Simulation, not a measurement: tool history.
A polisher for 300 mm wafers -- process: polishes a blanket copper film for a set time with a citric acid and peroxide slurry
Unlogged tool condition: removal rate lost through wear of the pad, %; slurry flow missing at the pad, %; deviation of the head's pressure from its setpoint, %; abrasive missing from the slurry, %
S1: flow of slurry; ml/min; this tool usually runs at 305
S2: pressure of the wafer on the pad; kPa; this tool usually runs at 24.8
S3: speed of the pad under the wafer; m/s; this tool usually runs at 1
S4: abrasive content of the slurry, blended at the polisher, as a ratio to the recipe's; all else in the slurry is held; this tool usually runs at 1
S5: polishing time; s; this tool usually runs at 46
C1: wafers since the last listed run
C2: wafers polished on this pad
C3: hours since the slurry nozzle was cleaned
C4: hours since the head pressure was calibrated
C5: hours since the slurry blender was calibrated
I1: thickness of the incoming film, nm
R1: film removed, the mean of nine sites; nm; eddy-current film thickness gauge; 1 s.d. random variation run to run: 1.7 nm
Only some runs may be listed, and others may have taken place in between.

run   hour   S1    S2    S3    S4  S5    C1    C2     C3     C4     C5     I1     R1
  1      0  270  24.8     1     1  46     0  2249  192.6  146.5   16.9  852.4  123.5
       5.9  -- worn pad replaced by a new one
      85.9  -- slurry nozzle cleaned
  2   89.5  270  24.8     1     1  46  1024  1001    3.6    236  106.4  845.1    123
     170.5  -- worn pad replaced by a new one
  3  194.8  270  24.8     1     1  46  1227   294  108.9  341.3  211.7  831.3  121.8
     198.1  -- head pressure recalibrated
  4  278.9  305  24.8     1     1  46   995  1289    193   80.8  295.8  833.3  118.9
  5  322.9  305  24.8     1     1  46   533  1822    237  124.8  339.8    830  119.1
     353.9  -- slurry blender recalibrated
  6  375.7  305  24.8     1     1  36   615  2438  289.8  177.6   21.8  855.8   94.7
     381.3  -- worn pad replaced by a new one
     457.4  -- slurry nozzle cleaned
  7  463.3  305  24.8     1     1  36  1001   982    5.9  265.2  109.4  836.9  101.7
     472.2  -- head pressure recalibrated
  8  514.6  210  24.8  1.26  1.25  46   597  1579   57.2   42.4  160.7  843.5  156.3
     540.7  -- worn pad replaced by a new one
  9  589.2  365  32.4  1.32     1  46   855   587  131.8    117  235.3    833  211.6
     679.2  -- slurry blender recalibrated
 10  694.8  365  32.4  1.32     1  46  1255  1843  237.4  222.6   15.6  837.8  213.3
     702.2  -- worn pad replaced by a new one
     732.6  -- head pressure recalibrated
     742.4  -- slurry nozzle cleaned
 11  744.8  210  24.8     1     1  53   521   480    2.4   12.2   65.6  827.6  142.6
 12  805.1  305  24.8     1   1.1  46   730  1211   62.7   72.5  125.9  833.9  127.9
     865.8  -- worn pad replaced by a new one
 13  887.5  305  24.8  0.78     1  57   950   263  145.1  154.9  208.3  833.6  120.2
 14  933.2  305  20.7  0.76   1.2  46   553   817  190.8  200.6    254  831.5   80.9

Selected run-to-run steps in R1, each split into two signed amounts: the part the tool would show with no hidden state at all (from settings, incoming material and random variation), and the remainder, which goes to the hidden state together with any gauge scatter not common to the measured and the hidden-state-free results:
Run 10 -> 11: S1 365 -> 210, S2 32.4 -> 24.8, S3 1.32 -> 1, S5 46 -> 53, worn pad replaced by a new one, head pressure recalibrated, slurry nozzle cleaned. R1 -70.7 nm: hidden state +10.7, all else -81.4.
